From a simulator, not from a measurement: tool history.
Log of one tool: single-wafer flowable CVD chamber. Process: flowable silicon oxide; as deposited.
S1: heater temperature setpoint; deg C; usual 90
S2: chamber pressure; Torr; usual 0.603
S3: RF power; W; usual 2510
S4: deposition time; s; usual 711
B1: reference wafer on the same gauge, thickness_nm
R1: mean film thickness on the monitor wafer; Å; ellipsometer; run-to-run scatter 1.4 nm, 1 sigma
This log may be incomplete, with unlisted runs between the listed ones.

run	day	S1	S2	S3	S4	B1	R1
1	0	90	0.603	2510	711	415.555	3791.71
2	1.283	90	0.603	2510	711	414.945	3811.61
3	3.192	90	0.603	2510	711	414.872	3800.46
4	5.504	90	0.603	2510	711	415.45	3779.87
5	6.642	90	0.603	2510	711	415.133	3745.73
6	9.004	90	0.603	2510	711	414.868	3756.23
7	10.4	90	0.603	2510	711	415.575	3758.49
# day 12.892: thermocouple changed; heater temperature recalibrated
8	12.912	90	0.603	2510	711	415.291	4173.97
# day 16.308: RF generator calibrated
9	19.508	90	0.572	2510	711	414.787	3926.82
10	22.233	90	0.572	2510	711	415.18	3929.76
11	25.042	84	0.603	2510	711	415.071	4857.21
12	27.708	90	0.603	2510	711	415.969	4132.95
13	30.512	104	0.555	2160	711	415.084	2481.59
14	33.338	90	0.699	2065	711	414.651	4716.24
# day 33.35: gauge calibrated
# day 35.25: capacitance manometer re-zeroed and calibrated
15	36.133	90	0.603	2510	769	415.587	4483.67
16	37.733	100	0.515	2510	835	414.401	3103.37
17	38.908	84	0.603	2510	711	414.731	4832.09
# day 40.217: showerhead replaced
18	40.238	83	0.656	2700	711	415.261	5452.61
19	41.904	90	0.603	2510	711	415.239	4113.88
20	43.225	79	0.603	2830	586	414.699	4595.17
21	44.354	96	0.603	2510	574	415.137	2810.24
22	46.483	94	0.603	2915	770	414.418	4010.5
23	48.988	85	0.729	2840	634	414.975	5131.74
24	50.792	90	0.603	2510	711	415.414	4119.64
25	51.883	90	0.717	2340	646	414.908	4429.18
26	54.112	75	0.496	2510	711	415.148	4999.46
27	55.488	90	0.603	2975	772	415.226	4530.49

Selected run-to-run steps in R1, each split into two signed amounts: the part the tool would show with no hidden state at all (from settings, incoming material and random variation), and the remainder, which goes to the hidden state together with any gauge scatter not common to the measured and the hidden-state-free results:
Hidden conditions of the tool in this case: wafer temperature above the value expected at the setpoint (K); delivered RF power above the setpoint (%); true pressure above the setpoint (%); gauge reads high (%).
Run 5 -> 6: no setting touched and nothing written in the log between the runs. R1 +10.5 Å: hidden state -15.76, all else +26.26.
Run 7 -> 8: thermocouple changed; heater temperature recalibrated. R1 +415.48 Å: hidden state +398.57, all else +16.91.
Run 13 -> 14: S1 104 -> 90, S2 0.555 -> 0.699, S3 2160 -> 2065. R1 +2234.65 Å: hidden state -6.18, all else +2240.83.
Run 20 -> 21: S1 79 -> 96, S3 2830 -> 2510, S4 586 -> 574. R1 -1784.93 Å: hidden state +6.03, all else -1790.96.
